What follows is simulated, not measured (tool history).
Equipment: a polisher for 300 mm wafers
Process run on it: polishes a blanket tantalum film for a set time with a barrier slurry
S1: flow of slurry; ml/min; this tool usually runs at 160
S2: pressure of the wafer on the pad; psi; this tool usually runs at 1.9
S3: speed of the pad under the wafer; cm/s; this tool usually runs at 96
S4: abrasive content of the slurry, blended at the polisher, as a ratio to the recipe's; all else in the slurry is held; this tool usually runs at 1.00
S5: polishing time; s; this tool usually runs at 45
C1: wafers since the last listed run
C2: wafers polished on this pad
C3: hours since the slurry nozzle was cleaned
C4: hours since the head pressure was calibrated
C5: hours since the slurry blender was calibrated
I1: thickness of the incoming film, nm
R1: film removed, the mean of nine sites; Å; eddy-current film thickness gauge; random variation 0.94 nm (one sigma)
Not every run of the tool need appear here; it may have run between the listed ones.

run 1 hour=0.0 | S1=160 S2=1.9 S3=96 S4=1.00 S5=45 | C1=0 C2=130 C3=290.9 C4=1.1 C5=252.4 | I1=190.7 | R1=685
run 2 hour=27.3 | S1=160 S2=1.9 S3=96 S4=1.00 S5=45 | C1=438 C2=568 C3=318.2 C4=28.4 C5=279.7 | I1=190.8 | R1=693
run 3 hour=49.9 | S1=160 S2=1.9 S3=96 S4=1.00 S5=45 | C1=362 C2=931 C3=340.8 C4=51.0 C5=302.3 | I1=192.2 | R1=700
run 4 hour=64.1 | S1=160 S2=1.9 S3=96 S4=1.00 S5=45 | C1=227 C2=1159 C3=355.0 C4=65.2 C5=316.5 | I1=188.3 | R1=713
run 5 hour=87.8 | S1=160 S2=1.9 S3=96 S4=1.00 S5=45 | C1=380 C2=1539 C3=378.7 C4=88.9 C5=340.2 | I1=189.3 | R1=682
run 6 hour=106.9 | S1=160 S2=1.9 S3=96 S4=1.00 S5=45 | C1=306 C2=1845 C3=397.8 C4=108.0 C5=359.3 | I1=191.0 | R1=706
-- hour=120.4 worn pad replaced by a new one
run 7 hour=129.4 | S1=160 S2=1.9 S3=118 S4=1.00 S5=45 | C1=296 C2=144 C3=420.3 C4=130.5 C5=381.8 | I1=189.3 | R1=852
-- hour=137.4 slurry blender recalibrated
run 8 hour=141.5 | S1=160 S2=1.9 S3=96 S4=1.00 S5=45 | C1=162 C2=306 C3=432.4 C4=142.6 C5=4.1 | I1=193.6 | R1=686
-- hour=245.0 worn pad replaced by a new one
-- hour=246.3 slurry nozzle cleaned
run 9 hour=246.8 | S1=160 S2=1.9 S3=96 S4=1.00 S5=45 | C1=1609 C2=12 C3=0.5 C4=247.9 C5=109.4 | I1=189.5 | R1=698
-- hour=343.3 head pressure recalibrated
run 10 hour=349.8 | S1=160 S2=1.9 S3=96 S4=1.00 S5=49 | C1=1620 C2=1633 C3=103.5 C4=6.5 C5=212.4 | I1=189.1 | R1=768
run 11 hour=382.7 | S1=160 S2=1.9 S3=96 S4=1.00 S5=49 | C1=527 C2=2161 C3=136.4 C4=39.4 C5=245.3 | I1=189.4 | R1=756
-- hour=403.7 worn pad replaced by a new one
run 12 hour=405.0 | S1=160 S2=1.9 S3=96 S4=1.00 S5=49 | C1=293 C2=20 C3=158.7 C4=61.7 C5=267.6 | I1=190.7 | R1=745
run 13 hour=438.0 | S1=160 S2=1.9 S3=76 S4=1.00 S5=38 | C1=529 C2=549 C3=191.7 C4=94.7 C5=300.6 | I1=192.4 | R1=466
run 14 hour=458.4 | S1=130 S2=1.9 S3=76 S4=1.00 S5=34 | C1=327 C2=877 C3=212.1 C4=115.1 C5=321.0 | I1=187.2 | R1=398
run 15 hour=473.7 | S1=160 S2=1.4 S3=128 S4=0.70 S5=32 | C1=245 C2=1122 C3=227.4 C4=130.4 C5=336.3 | I1=191.6 | R1=438
run 16 hour=488.1 | S1=160 S2=1.9 S3=96 S4=1.00 S5=45 | C1=231 C2=1353 C3=241.8 C4=144.8 C5=350.7 | I1=186.3 | R1=700
-- hour=509.8 slurry blender recalibrated
run 17 hour=517.8 | S1=115 S2=2.3 S3=96 S4=1.00 S5=56 | C1=444 C2=1798 C3=271.5 C4=174.5 C5=8.0 | I1=187.3 | R1=1001
run 18 hour=530.9 | S1=160 S2=1.9 S3=96 S4=1.00 S5=45 | C1=210 C2=2008 C3=284.6 C4=187.6 C5=21.1 | I1=187.6 | R1=683
-- hour=543.2 worn pad replaced by a new one
run 19 hour=550.8 | S1=160 S2=1.9 S3=86 S4=1.15 S5=45 | C1=255 C2=121 C3=304.5 C4=207.5 C5=41.0 | I1=188.2 | R1=655

Run 20 has not been measured yet. What should we expect?
run 20 hour=566.3 | S1=160 S2=1.9 S3=96 S4=1.00 S5=45 | C1=248 C2=370 C3=320.0 C4=223.0 C5=56.5 | I1=192.2 | R1=?

For run 20 the tool returned R1 712 Å.
Take away the tool's hidden state, keep the run-to-run variation as it was, and the same run would have given R1 712 Å.
